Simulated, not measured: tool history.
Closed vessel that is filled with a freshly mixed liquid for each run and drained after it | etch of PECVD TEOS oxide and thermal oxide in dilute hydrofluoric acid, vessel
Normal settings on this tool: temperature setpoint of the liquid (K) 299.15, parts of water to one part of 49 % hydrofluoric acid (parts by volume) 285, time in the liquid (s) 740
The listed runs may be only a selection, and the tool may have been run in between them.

run,hour,temperature setpoint of the liquid (K),parts of water to one part of 49 % hydrofluoric acid (parts by volume),time in the liquid (s),wafers since the last listed run,hours since the thermometer was replaced,hours since the hydrofluoric acid flow meter was replaced,hours since the gauge calibration,"read-back film thickness of the PECVD TEOS oxide reference wafer, read on the same gauge (nm)","read-back film thickness of the thermal oxide reference wafer, read on the same gauge (nm)",thickness taken off the PECVD TEOS oxide on a monitor wafer (Å),thickness taken off the thermal oxide on a monitor wafer (Å)
1,0,299.15,285,740,0,657.1,802.4,317.5,49.99,109.99,565.4,94.7
2,49.4,299.15,285,740,2059,706.5,851.8,366.9,50,110.01,558.4,93.7
3,99.6,299.15,285,505,2092,756.7,902,417.1,50.01,110,378.8,64.4
4,130.6,299.15,285,505,1292,787.7,933,448.1,49.99,110.02,381.7,63.5
5,164.4,299.15,285,740,1408,821.5,966.8,481.9,49.97,110.01,552,93.3
6,217.8,299.15,375,740,2225,874.9,1020.2,535.3,49.99,110.01,389.8,64.4
7,269.3,299.15,375,740,2146,926.4,1071.7,586.8,50.01,110.01,386.8,64.5
8,313.6,299.15,285,740,1846,970.7,1116,631.1,50,110.02,551.3,91.9
9,384,303.15,285,740,2934,1041.1,1186.4,701.5,50,110,626.6,105.1
10,454.1,299.15,285,740,2922,1111.2,1256.5,771.6,49.98,110,548.7,91
11,481.1,299.15,230,535,1125,1138.2,1283.5,798.6,50.03,110.02,521.1,86.5
12,523.2,299.15,285,740,1754,1180.3,1325.6,840.7,49.98,109.98,539.3,91.5
# hour 535.4: thermometer replaced
13,585.5,302.15,405,405,2555,50.1,1387.9,903,50.01,110,203.7,34
# hour 644.4: gauge calibrated
14,653.3,300.65,285,740,2826,117.9,1455.7,8.9,50,110.03,570.9,94.2
# hour 707: hydrofluoric acid flow meter replaced
15,717.5,301.15,395,740,2634,182.1,10.5,73.1,50.01,109.99,410.3,67.4
16,760.6,302.15,400,530,1796,225.2,53.6,116.2,50.01,110,298,48.5
17,787.5,299.15,230,535,1121,252.1,80.5,143.1,49.99,110.01,564.4,93.1
18,853.2,302.15,160,740,2738,317.8,146.2,208.8,50.01,109.99,1351.5,222.8
19,913.8,299.15,420,740,2526,378.4,206.8,269.4,49.99,110.02,347.6,58.4

Alternative continuations, all from the tool just after run 19; predict every row:
A,914.7,299.15,285,740,37,379.3,207.7,270.3,?,?,?,?
B,914.7,299.15,345,1035,37,379.3,207.7,270.3,?,?,?,?
C,914.7,299.15,355,740,37,379.3,207.7,270.3,?,?,?,?
D,914.7,301.65,180,540,37,379.3,207.7,270.3,?,?,?,?
E,914.7,294.15,285,740,37,379.3,207.7,270.3,?,?,?,?

run,"read-back film thickness of the PECVD TEOS oxide reference wafer, read on the same gauge (nm)","read-back film thickness of the thermal oxide reference wafer, read on the same gauge (nm)",thickness taken off the PECVD TEOS oxide on a monitor wafer (Å),thickness taken off the thermal oxide on a monitor wafer (Å)
A,50.04,109.99,575.3,97
B,50.04,109.99,625.4,105.4
C,50.04,109.99,430.3,72.5
D,50.04,109.99,816.8,137.7
E,50.04,109.99,482.6,81.4
The same runs, with their run-to-run variation unchanged, on a tool lacking any hidden condition would have given:
run,thickness taken off the PECVD TEOS oxide on a monitor wafer (Å),thickness taken off the thermal oxide on a monitor wafer (Å)
A,590.3,99.5
B,642.3,108.3
C,442,74.5
D,836.8,141.1
E,494.9,83.4
